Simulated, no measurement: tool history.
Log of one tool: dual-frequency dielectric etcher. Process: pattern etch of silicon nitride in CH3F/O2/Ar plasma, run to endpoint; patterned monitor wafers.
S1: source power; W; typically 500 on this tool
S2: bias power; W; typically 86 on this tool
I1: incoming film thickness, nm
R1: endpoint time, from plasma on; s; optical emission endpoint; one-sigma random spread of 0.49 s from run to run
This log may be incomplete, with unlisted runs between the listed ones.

| run | hour | S1 | S2 | I1 | R1 |
|---|---|---|---|---|---|
| 1 | 0.0 | 500 | 86 | 47.17 | 55.8 |
| 2 | 10.6 | 500 | 86 | 47.42 | 56.7 |
| 3 | 21.9 | 500 | 86 | 47.96 | 57.1 |
|  | 52.3 | upper electrode replaced |
| 4 | 52.8 | 500 | 103 | 47.62 | 53.8 |
| 5 | 53.2 | 500 | 103 | 47.73 | 53.7 |
| 6 | 57.8 | 500 | 103 | 47.84 | 53.2 |
| 7 | 65.9 | 500 | 91 | 47.79 | 55.6 |
| 8 | 74.0 | 500 | 91 | 47.89 | 56.4 |
| 9 | 81.7 | 500 | 91 | 47.75 | 56.0 |
| 10 | 91.3 | 580 | 78 | 47.30 | 54.5 |
|  | 107.1 | bias power generator calibrated |
| 11 | 107.6 | 580 | 78 | 47.96 | 55.4 |
| 12 | 113.5 | 500 | 80 | 47.79 | 58.6 |
| 13 | 129.4 | 500 | 86 | 47.85 | 56.3 |
| 14 | 144.6 | 500 | 86 | 48.18 | 57.7 |
| 15 | 161.0 | 500 | 78 | 48.03 | 58.4 |
|  | 168.3 | source power generator calibrated |
| 16 | 168.8 | 560 | 65 | 48.54 | 59.9 |
|  | 197.4 | wet clean of the chamber |
| 17 | 197.9 | 390 | 77 | 47.60 | 67.4 |
| 18 | 199.2 | 620 | 108 | 47.29 | 49.0 |
| 19 | 213.6 | 620 | 92 | 48.19 | 53.1 |
| 20 | 219.6 | 460 | 65 | 47.67 | 66.6 |
| 21 | 228.8 | 530 | 72 | 48.13 | 61.0 |
| 22 | 235.4 | 460 | 65 | 47.64 | 67.3 |
| 23 | 245.5 | 440 | 64 | 47.64 | 68.5 |
| 24 | 252.4 | 500 | 77 | 47.91 | 61.9 |
| 25 | 263.1 | 500 | 86 | 47.62 | 57.5 |
| 26 | 280.0 | 460 | 97 | 47.44 | 56.4 |
| 27 | 291.6 | 440 | 104 | 47.28 | 57.5 |
| 28 | 307.5 | 460 | 97 | 47.91 | 58.4 |
| 29 | 325.3 | 500 | 74 | 47.40 | 61.2 |
| 30 | 335.0 | 430 | 99 | 47.96 | 58.4 |
| 31 | 342.9 | 500 | 100 | 48.11 | 56.4 |
| 32 | 356.1 | 500 | 64 | 48.01 | 64.3 |
| 33 | 368.0 | 620 | 86 | 47.69 | 52.8 |
| 34 | 378.2 | 410 | 99 | 47.88 | 59.7 |
| 35 | 387.8 | 440 | 71 | 47.51 | 63.9 |
| 36 | 403.3 | 610 | 77 | 47.94 | 55.3 |

The logged runs with the hidden state left out (each run's random variation unchanged):
What the log doesn't record here: etch rate over this chamber's usual, %; source power that arrives over what is set, %; bias power that arrives over what is set, %.
| run | R1 |
|---|---|
| 1 | 57.4 |
| 2 | 58.3 |
| 3 | 58.7 |
| 4 | 55.5 |
| 5 | 55.5 |
| 6 | 55.0 |
| 7 | 57.4 |
| 8 | 58.3 |
| 9 | 58.0 |
| 10 | 56.5 |
| 11 | 57.5 |
| 12 | 60.8 |
| 13 | 58.6 |
| 14 | 60.1 |
| 15 | 60.8 |
| 16 | 62.5 |
| 17 | 67.2 |
| 18 | 48.8 |
| 19 | 53.0 |
| 20 | 66.5 |
| 21 | 60.9 |
| 22 | 67.3 |
| 23 | 68.6 |
| 24 | 62.0 |
| 25 | 57.7 |
| 26 | 56.6 |
| 27 | 57.8 |
| 28 | 58.8 |
| 29 | 61.7 |
| 30 | 58.9 |
| 31 | 56.9 |
| 32 | 65.0 |
| 33 | 53.5 |
| 34 | 60.5 |
| 35 | 64.8 |
| 36 | 56.2 |

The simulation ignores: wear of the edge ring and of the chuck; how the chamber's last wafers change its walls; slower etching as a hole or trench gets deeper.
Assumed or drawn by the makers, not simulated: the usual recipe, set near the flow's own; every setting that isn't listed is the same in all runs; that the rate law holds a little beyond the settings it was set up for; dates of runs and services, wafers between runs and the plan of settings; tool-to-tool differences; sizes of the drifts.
